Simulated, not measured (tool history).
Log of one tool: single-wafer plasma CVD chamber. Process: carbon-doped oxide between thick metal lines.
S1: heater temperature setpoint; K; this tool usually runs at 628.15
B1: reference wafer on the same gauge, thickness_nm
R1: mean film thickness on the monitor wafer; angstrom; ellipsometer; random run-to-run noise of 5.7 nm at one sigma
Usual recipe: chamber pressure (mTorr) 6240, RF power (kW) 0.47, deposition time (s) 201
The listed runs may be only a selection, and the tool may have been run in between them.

{"run": 1, "hour": 0.0, "S1": 628.15, "chamber pressure (mTorr)": 6240, "RF power (kW)": 0.47, "deposition time (s)": 201, "B1": 1169.244, "R1": 9680.48}
{"run": 2, "hour": 13.8, "S1": 628.15, "chamber pressure (mTorr)": 6240, "RF power (kW)": 0.47, "deposition time (s)": 201, "B1": 1170.972, "R1": 9628.93}
{"run": 3, "hour": 30.6, "S1": 628.15, "chamber pressure (mTorr)": 6240, "RF power (kW)": 0.47, "deposition time (s)": 201, "B1": 1169.439, "R1": 9635.85}
{"run": 4, "hour": 47.5, "S1": 628.15, "chamber pressure (mTorr)": 6240, "RF power (kW)": 0.47, "deposition time (s)": 201, "B1": 1168.119, "R1": 9646.6}
{"run": 5, "hour": 57.9, "S1": 628.15, "chamber pressure (mTorr)": 6240, "RF power (kW)": 0.47, "deposition time (s)": 201, "B1": 1168.802, "R1": 9697.81}
{"run": 6, "hour": 74.5, "S1": 628.15, "chamber pressure (mTorr)": 6670, "RF power (kW)": 0.47, "deposition time (s)": 201, "B1": 1172.028, "R1": 9701.16}
{"run": 7, "hour": 92.3, "S1": 628.15, "chamber pressure (mTorr)": 6670, "RF power (kW)": 0.47, "deposition time (s)": 201, "B1": 1168.724, "R1": 9791.44}
{"run": 8, "hour": 98.5, "S1": 628.15, "chamber pressure (mTorr)": 6670, "RF power (kW)": 0.47, "deposition time (s)": 201, "B1": 1171.55, "R1": 9651.66}
{"run": 9, "hour": 115.1, "S1": 624.15, "chamber pressure (mTorr)": 6240, "RF power (kW)": 0.47, "deposition time (s)": 201, "B1": 1168.741, "R1": 9787}
{"run": 10, "hour": 122.3, "S1": 624.15, "chamber pressure (mTorr)": 6240, "RF power (kW)": 0.47, "deposition time (s)": 201, "B1": 1170.276, "R1": 9648.7}
{"run": 11, "hour": 139.4, "S1": 628.15, "chamber pressure (mTorr)": 6240, "RF power (kW)": 0.515, "deposition time (s)": 201, "B1": 1168.709, "R1": 10631.66}
{"run": 12, "hour": 157.4, "S1": 628.15, "chamber pressure (mTorr)": 6670, "RF power (kW)": 0.47, "deposition time (s)": 201, "B1": 1170.592, "R1": 9673.93}
{"run": 13, "hour": 172.5, "S1": 632.15, "chamber pressure (mTorr)": 6770, "RF power (kW)": 0.38, "deposition time (s)": 188, "B1": 1170.911, "R1": 6872.91}
{"run": 14, "hour": 190.4, "S1": 628.15, "chamber pressure (mTorr)": 6240, "RF power (kW)": 0.47, "deposition time (s)": 201, "B1": 1171.113, "R1": 10700.94}
{"run": 15, "hour": 233.9, "S1": 628.15, "chamber pressure (mTorr)": 7540, "RF power (kW)": 0.54, "deposition time (s)": 201, "B1": 1169.719, "R1": 12194.36}
{"run": 16, "hour": 245.4, "S1": 632.15, "chamber pressure (mTorr)": 7090, "RF power (kW)": 0.47, "deposition time (s)": 201, "B1": 1170.593, "R1": 10644.27}
{"run": 17, "hour": 255.8, "S1": 628.15, "chamber pressure (mTorr)": 7720, "RF power (kW)": 0.53, "deposition time (s)": 180, "B1": 1172.388, "R1": 10828.16}
{"run": 18, "hour": 306.6, "S1": 628.15, "chamber pressure (mTorr)": 6240, "RF power (kW)": 0.47, "deposition time (s)": 201, "B1": 1171.684, "R1": 10453.92}
{"run": 19, "hour": 318.6, "S1": 636.15, "chamber pressure (mTorr)": 5850, "RF power (kW)": 0.425, "deposition time (s)": 201, "B1": 1169.358, "R1": 8943.51}
{"run": 20, "hour": 333.4, "S1": 628.15, "chamber pressure (mTorr)": 6240, "RF power (kW)": 0.47, "deposition time (s)": 182, "B1": 1167.63, "R1": 9396.16}
{"run": 21, "hour": 351.4, "S1": 643.15, "chamber pressure (mTorr)": 6680, "RF power (kW)": 0.53, "deposition time (s)": 175, "B1": 1171.246, "R1": 9939}
{"run": 22, "hour": 360.8, "S1": 618.15, "chamber pressure (mTorr)": 4960, "RF power (kW)": 0.435, "deposition time (s)": 219, "B1": 1170.001, "R1": 10209.26}
{"run": 23, "hour": 369.4, "S1": 624.15, "chamber pressure (mTorr)": 6240, "RF power (kW)": 0.47, "deposition time (s)": 201, "B1": 1170.646, "R1": 10554.9}
{"run": 24, "hour": 381.4, "S1": 624.15, "chamber pressure (mTorr)": 6240, "RF power (kW)": 0.47, "deposition time (s)": 201, "B1": 1170.364, "R1": 10422.8}
{"run": 25, "hour": 398.0, "S1": 628.15, "chamber pressure (mTorr)": 6240, "RF power (kW)": 0.445, "deposition time (s)": 201, "B1": 1170.116, "R1": 9631.58}
{"run": 26, "hour": 406.6, "S1": 628.15, "chamber pressure (mTorr)": 6660, "RF power (kW)": 0.56, "deposition time (s)": 201, "B1": 1170.71, "R1": 12237.6}
{"run": 27, "hour": 415.1, "S1": 614.15, "chamber pressure (mTorr)": 5250, "RF power (kW)": 0.47, "deposition time (s)": 201, "B1": 1170.561, "R1": 10399.35}
{"run": 28, "hour": 426.4, "S1": 628.15, "chamber pressure (mTorr)": 4770, "RF power (kW)": 0.47, "deposition time (s)": 201, "B1": 1170.366, "R1": 9881.09}

Not shown: 5 entries that the log had between the listed runs. Between which runs, and how does the tool's hidden state differ before and after?
Logged between run 12 and run 13: thermocouple changed; heater temperature recalibrated (hour 169.9)
  delivered RF power above the setpoint (%): -9.42 -> -9.43
  measured minus no-state result, R1: -1137.13 -> -899.33 angstrom
Logged between run 13 and run 14: RF generator calibrated (hour 189.9)
  delivered RF power above the setpoint (%): -9.43 -> -0.702
  measured minus no-state result, R1: -899.33 -> -73.52 angstrom
Logged between run 14 and run 15: showerhead replaced (hour 202.3)
  delivered RF power above the setpoint (%): -0.702 -> -1.54
  measured minus no-state result, R1: -73.52 -> -175.62 angstrom
Logged between run 17 and run 18: gauge calibrated (hour 261.5); capacitance manometer re-zeroed and calibrated (hour 283.3)
  delivered RF power above the setpoint (%): -1.92 -> -2.75
  measured minus no-state result, R1: -197.95 -> -299.52 angstrom

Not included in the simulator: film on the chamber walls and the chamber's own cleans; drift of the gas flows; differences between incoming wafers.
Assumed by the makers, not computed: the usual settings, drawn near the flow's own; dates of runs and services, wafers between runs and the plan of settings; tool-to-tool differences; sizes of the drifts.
